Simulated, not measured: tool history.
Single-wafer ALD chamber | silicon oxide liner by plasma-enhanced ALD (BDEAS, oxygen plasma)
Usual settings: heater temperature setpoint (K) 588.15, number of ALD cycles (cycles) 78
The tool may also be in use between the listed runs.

| run | hour | heater temperature setpoint (K) | number of ALD cycles (cycles) | read-back reference wafer on the same gauge, thickness_nm | mean film thickness on the monitor wafer (Å) |
|---|---|---|---|---|---|
| 1 | 0.0 | 588.15 | 82 | 6.640 | 75.95 |
| 2 | 7.0 | 588.15 | 82 | 6.639 | 76.10 |
| 3 | 18.0 | 588.15 | 82 | 6.638 | 75.76 |
| 4 | 27.1 | 600.15 | 78 | 6.641 | 70.96 |
| 5 | 66.8 | 588.15 | 78 | 6.638 | 72.39 |
| 6 | 76.6 | 588.15 | 78 | 6.641 | 72.19 |
| 7 | 104.4 | 588.15 | 78 | 6.640 | 72.41 |
| 8 | 111.5 | 588.15 | 78 | 6.637 | 72.51 |
| 9 | 127.6 | 588.15 | 78 | 6.639 | 72.14 |
| 10 | 142.1 | 588.15 | 78 | 6.640 | 72.06 |
| 11 | 154.6 | 592.15 | 78 | 6.640 | 71.97 |
| 12 | 161.2 | 592.15 | 78 | 6.641 | 71.95 |
| 13 | 168.5 | 588.15 | 84 | 6.637 | 77.92 |
| 14 | 176.2 | 588.15 | 84 | 6.640 | 77.76 |
| 15 | 183.6 | 588.15 | 84 | 6.638 | 77.73 |
| 16 | 193.4 | 583.15 | 66 | 6.640 | 61.83 |
|  | 204.4 | gauge calibrated |
| 17 | 206.3 | 583.15 | 66 | 6.642 | 61.48 |
|  | 215.4 | thermocouple changed; heater temperature recalibrated |
| 18 | 215.9 | 575.15 | 93 | 6.644 | 87.20 |
| 19 | 224.3 | 573.15 | 86 | 6.641 | 81.28 |
| 20 | 235.9 | 601.15 | 62 | 6.641 | 56.26 |
| 21 | 249.6 | 578.15 | 90 | 6.640 | 84.25 |
| 22 | 267.5 | 603.15 | 78 | 6.640 | 71.03 |
| 23 | 283.4 | 603.15 | 78 | 6.644 | 70.92 |
| 24 | 295.7 | 588.15 | 78 | 6.642 | 72.16 |
| 25 | 301.8 | 588.15 | 78 | 6.640 | 71.73 |
| 26 | 315.8 | 583.15 | 71 | 6.641 | 66.18 |
| 27 | 327.4 | 584.15 | 72 | 6.642 | 66.89 |
| 28 | 340.0 | 583.15 | 87 | 6.640 | 81.22 |
| 29 | 357.2 | 588.15 | 78 | 6.639 | 72.24 |

The next listed run, before its measurement:
| 30 | 365.8 | 596.15 | 73 | ? | ? |

{"run 30": {"read-back reference wafer on the same gauge, thickness_nm": 6.64, "mean film thickness on the monitor wafer (Å)": 66.88}}
Without the tool's hidden state the same run would have given mean film thickness on the monitor wafer (Å) 66.88.
